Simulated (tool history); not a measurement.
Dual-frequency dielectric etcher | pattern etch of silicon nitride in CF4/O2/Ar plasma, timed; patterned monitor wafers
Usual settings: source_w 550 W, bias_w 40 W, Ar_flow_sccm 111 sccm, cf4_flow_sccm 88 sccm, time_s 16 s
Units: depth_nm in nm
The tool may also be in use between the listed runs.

run,hour,source_w,bias_w,Ar_flow_sccm,cf4_flow_sccm,time_s,wafers since the last listed run,hours since the last wet clean,hours since the last source power generator calibration,hours since the last bias power generator calibration,hours since the last Ar flow controller change,hours since the last CF4 flow controller change,hours since the last upper electrode change,hours since the gauge calibration,"read-back reference wafer on the same gauge, depth_nm",depth_nm
1,0,550,46,93,106,11.5,0,248,3307.7,2902.5,89.6,1206.7,77.2,43.7,35.61,23.18
2,10.5,650,40,111,88,20.5,173,258.5,3318.2,2913,100.1,1217.2,87.7,54.2,35.67,40.98
3,25.8,550,40,111,107,16,252,273.8,3333.5,2928.3,115.4,1232.5,103,69.5,35.68,29.88
4,39.3,550,40,126,88,14.5,222,287.3,3347,2941.8,128.9,1246,116.5,83,35.75,25.89
# hour 43.5: source power generator calibrated
5,57.1,550,40,111,95,16,227,305.1,13.6,2959.6,146.7,1263.8,134.3,100.8,35.7,29.62
# hour 70.8: bias power generator calibrated
6,71.3,550,40,111,88,14,168,319.3,27.8,0.5,160.9,1278,148.5,115,35.7,25.5
7,79.9,430,44,125,88,12,142,327.9,36.4,9.1,169.5,1286.6,157.1,123.6,35.74,19.63
# hour 110.3: wet clean of the chamber
# hour 112: CF4 flow controller replaced
8,112.5,690,37,124,88,12.5,113,2.2,69,41.7,202.1,0.5,189.7,156.2,35.68,25.71
9,112.8,550,34,120,88,16,4,2.5,69.3,42,202.4,0.8,190,156.5,35.68,28.41
10,121.1,550,40,137,88,20.5,137,10.8,77.6,50.3,210.7,9.1,198.3,164.8,35.72,36.81
11,131.1,550,40,111,88,16,165,20.8,87.6,60.3,220.7,19.1,208.3,174.8,35.71,29.77
12,140.8,550,50,103,95,16,160,30.5,97.3,70,230.4,28.8,218,184.5,35.7,32.68
13,156.6,550,36,104,97,11.5,260,46.3,113.1,85.8,246.2,44.6,233.8,200.3,35.68,21.27
14,168.7,550,40,91,72,16,199,58.4,125.2,97.9,258.3,56.7,245.9,212.4,35.64,30.2
15,176.6,440,40,99,88,16,130,66.3,133.1,105.8,266.2,64.6,253.8,220.3,35.63,27.08
16,186.6,550,46,93,106,11.5,165,76.3,143.1,115.8,276.2,74.6,263.8,230.3,35.64,23.28
17,202.3,550,49,111,104,16,259,92,158.8,131.5,291.9,90.3,279.5,246,35.74,31.87
18,213.4,420,40,103,88,16,183,103.1,169.9,142.6,303,101.4,290.6,257.1,35.66,26.23
19,227.9,680,32,96,88,20,239,117.6,184.4,157.1,317.5,115.9,305.1,271.6,35.72,40.25
20,238.1,550,31,135,88,16,168,127.8,194.6,167.3,327.7,126.1,315.3,281.8,35.69,26.31

5 ways to go on from here, each from the tool as it stands after run 20. What would each give?
A,238.5,550,40,111,73,16,6,128.2,195,167.7,328.1,126.5,315.7,282.2,?,?
B,238.5,550,40,111,76,20,6,128.2,195,167.7,328.1,126.5,315.7,282.2,?,?
C,238.5,510,40,111,88,16,6,128.2,195,167.7,328.1,126.5,315.7,282.2,?,?
D,238.5,650,40,111,88,14.5,6,128.2,195,167.7,328.1,126.5,315.7,282.2,?,?
E,238.5,550,31,111,88,16,6,128.2,195,167.7,328.1,126.5,315.7,282.2,?,?

run,"read-back reference wafer on the same gauge, depth_nm",depth_nm
A,35.7,29.08
B,35.7,36.47
C,35.7,28.43
D,35.7,29.31
E,35.7,27.42
Without the tool's hidden state the same runs would have given:
run,depth_nm
A,29.92
B,37.53
C,29.26
D,30.16
E,28.21

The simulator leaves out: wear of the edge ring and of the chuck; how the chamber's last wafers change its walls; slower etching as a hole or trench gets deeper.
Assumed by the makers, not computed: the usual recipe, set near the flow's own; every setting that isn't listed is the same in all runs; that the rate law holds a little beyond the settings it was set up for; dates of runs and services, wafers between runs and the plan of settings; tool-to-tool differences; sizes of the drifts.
